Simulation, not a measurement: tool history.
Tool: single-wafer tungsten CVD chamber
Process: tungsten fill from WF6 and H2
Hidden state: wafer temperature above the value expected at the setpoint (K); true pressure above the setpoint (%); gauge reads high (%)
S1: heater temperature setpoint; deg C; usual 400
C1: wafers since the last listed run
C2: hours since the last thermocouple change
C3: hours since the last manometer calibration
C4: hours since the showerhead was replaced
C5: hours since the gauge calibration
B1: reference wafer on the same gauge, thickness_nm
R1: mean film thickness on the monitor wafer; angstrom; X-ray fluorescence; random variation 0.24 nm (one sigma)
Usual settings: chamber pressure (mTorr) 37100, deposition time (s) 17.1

{"run": 1, "hour": 0.0, "S1": 388, "chamber pressure (mTorr)": 37100, "deposition time (s)": 17.1, "C1": 0, "C2": 1311.9, "C3": 2182.4, "C4": 2856.1, "C5": 101.4, "B1": 62.205, "R1": 438.25}
{"run": 2, "hour": 34.3, "S1": 388, "chamber pressure (mTorr)": 37100, "deposition time (s)": 17.1, "C1": 757, "C2": 1346.2, "C3": 2216.7, "C4": 2890.4, "C5": 135.7, "B1": 62.151, "R1": 439.58}
{"run": 3, "hour": 65.0, "S1": 400, "chamber pressure (mTorr)": 43500, "deposition time (s)": 17.1, "C1": 677, "C2": 1376.9, "C3": 2247.4, "C4": 2921.1, "C5": 166.4, "B1": 62.279, "R1": 589.21}
{"run": 4, "hour": 77.5, "S1": 400, "chamber pressure (mTorr)": 37100, "deposition time (s)": 17.1, "C1": 275, "C2": 1389.4, "C3": 2259.9, "C4": 2933.6, "C5": 178.9, "B1": 62.285, "R1": 534.16}
{"run": 5, "hour": 104.7, "S1": 400, "chamber pressure (mTorr)": 37100, "deposition time (s)": 17.1, "C1": 600, "C2": 1416.6, "C3": 2287.1, "C4": 2960.8, "C5": 206.1, "B1": 62.21, "R1": 533.91}
{"run": 6, "hour": 174.5, "S1": 400, "chamber pressure (mTorr)": 37100, "deposition time (s)": 17.1, "C1": 1540, "C2": 1486.4, "C3": 2356.9, "C4": 3030.6, "C5": 275.9, "B1": 62.134, "R1": 534.32}
{"run": 7, "hour": 195.6, "S1": 400, "chamber pressure (mTorr)": 37100, "deposition time (s)": 15.5, "C1": 465, "C2": 1507.5, "C3": 2378, "C4": 3051.7, "C5": 297, "B1": 62.179, "R1": 487.07}
{"run": 8, "hour": 220.1, "S1": 400, "chamber pressure (mTorr)": 37100, "deposition time (s)": 15.5, "C1": 540, "C2": 1532, "C3": 2402.5, "C4": 3076.2, "C5": 321.5, "B1": 62.127, "R1": 488.01}
{"run": 9, "hour": 235.7, "S1": 400, "chamber pressure (mTorr)": 37100, "deposition time (s)": 17.1, "C1": 344, "C2": 1547.6, "C3": 2418.1, "C4": 3091.8, "C5": 337.1, "B1": 62.212, "R1": 536.21}
{"run": 10, "hour": 253.5, "S1": 400, "chamber pressure (mTorr)": 37100, "deposition time (s)": 17.1, "C1": 392, "C2": 1565.4, "C3": 2435.9, "C4": 3109.6, "C5": 354.9, "B1": 62.278, "R1": 534.43}
{"run": 11, "hour": 277.2, "S1": 400, "chamber pressure (mTorr)": 37100, "deposition time (s)": 17.1, "C1": 523, "C2": 1589.1, "C3": 2459.6, "C4": 3133.3, "C5": 378.6, "B1": 62.265, "R1": 533.59}
{"run": 12, "hour": 297.5, "S1": 411, "chamber pressure (mTorr)": 37100, "deposition time (s)": 17.1, "C1": 448, "C2": 1609.4, "C3": 2479.9, "C4": 3153.6, "C5": 398.9, "B1": 62.287, "R1": 628.76}
{"run": 13, "hour": 316.0, "S1": 400, "chamber pressure (mTorr)": 37100, "deposition time (s)": 15.6, "C1": 408, "C2": 1627.9, "C3": 2498.4, "C4": 3172.1, "C5": 417.4, "B1": 62.291, "R1": 487.65}
{"run": 14, "hour": 337.4, "S1": 400, "chamber pressure (mTorr)": 37100, "deposition time (s)": 15.6, "C1": 472, "C2": 1649.3, "C3": 2519.8, "C4": 3193.5, "C5": 438.8, "B1": 62.119, "R1": 490.71}
{"hour": 361.2, "done": "thermocouple changed; heater temperature recalibrated"}
{"run": 15, "hour": 361.7, "S1": 408, "chamber pressure (mTorr)": 28900, "deposition time (s)": 17.1, "C1": 359, "C2": 0.5, "C3": 2544.1, "C4": 3217.8, "C5": 463.1, "B1": 62.285, "R1": 508.37}
{"run": 16, "hour": 370.9, "S1": 385, "chamber pressure (mTorr)": 30500, "deposition time (s)": 18.4, "C1": 203, "C2": 9.7, "C3": 2553.3, "C4": 3227, "C5": 472.3, "B1": 62.249, "R1": 393.08}
{"run": 17, "hour": 386.9, "S1": 386, "chamber pressure (mTorr)": 37100, "deposition time (s)": 14.9, "C1": 353, "C2": 25.7, "C3": 2569.3, "C4": 3243, "C5": 488.3, "B1": 62.186, "R1": 367.27}
{"hour": 416.0, "done": "showerhead replaced"}
{"run": 18, "hour": 416.5, "S1": 390, "chamber pressure (mTorr)": 37100, "deposition time (s)": 17.1, "C1": 476, "C2": 55.3, "C3": 2598.9, "C4": 0.5, "C5": 517.9, "B1": 62.237, "R1": 452.3}
{"run": 19, "hour": 438.9, "S1": 400, "chamber pressure (mTorr)": 37100, "deposition time (s)": 17.1, "C1": 494, "C2": 77.7, "C3": 2621.3, "C4": 22.9, "C5": 540.3, "B1": 62.218, "R1": 535.45}
{"hour": 455.2, "done": "gauge calibrated"}
{"run": 20, "hour": 460.5, "S1": 400, "chamber pressure (mTorr)": 37100, "deposition time (s)": 17.1, "C1": 476, "C2": 99.3, "C3": 2642.9, "C4": 44.5, "C5": 5.3, "B1": 62.284, "R1": 538.58}
{"run": 21, "hour": 491.3, "S1": 400, "chamber pressure (mTorr)": 37100, "deposition time (s)": 17.1, "C1": 679, "C2": 130.1, "C3": 2673.7, "C4": 75.3, "C5": 36.1, "B1": 62.158, "R1": 534.92}
{"hour": 500.0, "done": "capacitance manometer re-zeroed and calibrated"}
{"run": 22, "hour": 519.3, "S1": 404, "chamber pressure (mTorr)": 37100, "deposition time (s)": 17.1, "C1": 441, "C2": 158.1, "C3": 19.3, "C4": 103.3, "C5": 64.1, "B1": 62.19, "R1": 569.47}
{"run": 23, "hour": 541.2, "S1": 387, "chamber pressure (mTorr)": 37100, "deposition time (s)": 17.1, "C1": 483, "C2": 180, "C3": 41.2, "C4": 125.2, "C5": 86, "B1": 62.243, "R1": 429.79}
{"run": 24, "hour": 569.7, "S1": 393, "chamber pressure (mTorr)": 37100, "deposition time (s)": 14.3, "C1": 629, "C2": 208.5, "C3": 69.7, "C4": 153.7, "C5": 114.5, "B1": 62.204, "R1": 398.42}
{"run": 25, "hour": 603.9, "S1": 400, "chamber pressure (mTorr)": 37100, "deposition time (s)": 17.1, "C1": 754, "C2": 242.7, "C3": 103.9, "C4": 187.9, "C5": 148.7, "B1": 62.173, "R1": 534.9}
{"run": 26, "hour": 631.1, "S1": 408, "chamber pressure (mTorr)": 37100, "deposition time (s)": 17.1, "C1": 600, "C2": 269.9, "C3": 131.1, "C4": 215.1, "C5": 175.9, "B1": 62.218, "R1": 601.34}
{"run": 27, "hour": 649.7, "S1": 390, "chamber pressure (mTorr)": 33600, "deposition time (s)": 18.9, "C1": 410, "C2": 288.5, "C3": 149.7, "C4": 233.7, "C5": 194.5, "B1": 62.157, "R1": 473.44}
{"run": 28, "hour": 672.1, "S1": 400, "chamber pressure (mTorr)": 37100, "deposition time (s)": 17.1, "C1": 494, "C2": 310.9, "C3": 172.1, "C4": 256.1, "C5": 216.9, "B1": 62.172, "R1": 535.12}

Hidden state at the last listed run before each entry between runs and at the first one after, where it differs:
Between runs 14 and 15: thermocouple changed; heater temperature recalibrated (hour 361.2)
  no hidden state differs between the two runs
Between runs 17 and 18: showerhead replaced (hour 416)
  no hidden state differs between the two runs
Between runs 19 and 20: gauge calibrated (hour 455.2)
  no hidden state differs between the two runs
Between runs 21 and 22: capacitance manometer re-zeroed and calibrated (hour 500)
  no hidden state differs between the two runs
